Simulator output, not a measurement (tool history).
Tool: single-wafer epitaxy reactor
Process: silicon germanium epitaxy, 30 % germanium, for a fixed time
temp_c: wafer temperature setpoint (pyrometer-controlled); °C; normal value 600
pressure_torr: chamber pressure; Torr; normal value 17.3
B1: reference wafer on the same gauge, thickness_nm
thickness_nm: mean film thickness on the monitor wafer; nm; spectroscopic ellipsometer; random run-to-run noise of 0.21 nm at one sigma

{"run": 1, "hour": 0.0, "temp_c": 603, "pressure_torr": 17.3, "B1": 49.715, "thickness_nm": 62.066}
{"run": 2, "hour": 9.7, "temp_c": 594, "pressure_torr": 16.3, "B1": 49.671, "thickness_nm": 52.651}
{"run": 3, "hour": 25.7, "temp_c": 594, "pressure_torr": 16.3, "B1": 49.729, "thickness_nm": 52.519}
{"run": 4, "hour": 43.1, "temp_c": 594, "pressure_torr": 16.3, "B1": 49.719, "thickness_nm": 53.089}
{"run": 5, "hour": 52.9, "temp_c": 600, "pressure_torr": 17.3, "B1": 49.724, "thickness_nm": 59.159}
{"run": 6, "hour": 59.1, "temp_c": 600, "pressure_torr": 17.3, "B1": 49.668, "thickness_nm": 58.926}
{"run": 7, "hour": 68.4, "temp_c": 600, "pressure_torr": 17.3, "B1": 49.666, "thickness_nm": 59.327}
{"run": 8, "hour": 84.4, "temp_c": 588, "pressure_torr": 17.3, "B1": 49.711, "thickness_nm": 49.004}
{"run": 9, "hour": 94.0, "temp_c": 588, "pressure_torr": 17.3, "B1": 49.717, "thickness_nm": 48.549}
{"run": 10, "hour": 106.0, "temp_c": 588, "pressure_torr": 17.3, "B1": 49.713, "thickness_nm": 49.004}
{"run": 11, "hour": 122.9, "temp_c": 600, "pressure_torr": 17.3, "B1": 49.697, "thickness_nm": 59.693}
{"hour": 140.8, "done": "capacitance manometer re-zeroed and calibrated"}
{"run": 12, "hour": 141.3, "temp_c": 600, "pressure_torr": 17.3, "B1": 49.674, "thickness_nm": 59.674}
{"run": 13, "hour": 152.9, "temp_c": 600, "pressure_torr": 17.3, "B1": 49.676, "thickness_nm": 59.812}
{"run": 14, "hour": 168.1, "temp_c": 600, "pressure_torr": 17.3, "B1": 49.663, "thickness_nm": 60.209}
{"run": 15, "hour": 179.4, "temp_c": 600, "pressure_torr": 17.3, "B1": 49.69, "thickness_nm": 59.718}
{"hour": 192.1, "done": "showerhead replaced, of another model than before"}
{"run": 16, "hour": 192.6, "temp_c": 600, "pressure_torr": 17.3, "B1": 49.702, "thickness_nm": 59.994}
{"run": 17, "hour": 207.3, "temp_c": 615, "pressure_torr": 16.0, "B1": 49.752, "thickness_nm": 72.708}

Run 18 has not been measured yet. What should we expect?
{"run": 18, "hour": 219.7, "temp_c": 600, "pressure_torr": 17.3, "B1": "?", "thickness_nm": "?"}

Run 18 produced B1 49.731, thickness_nm 60.113 nm.
If the tool had no hidden condition, the same run with the same run-to-run variation would have returned thickness_nm 55.189 nm.

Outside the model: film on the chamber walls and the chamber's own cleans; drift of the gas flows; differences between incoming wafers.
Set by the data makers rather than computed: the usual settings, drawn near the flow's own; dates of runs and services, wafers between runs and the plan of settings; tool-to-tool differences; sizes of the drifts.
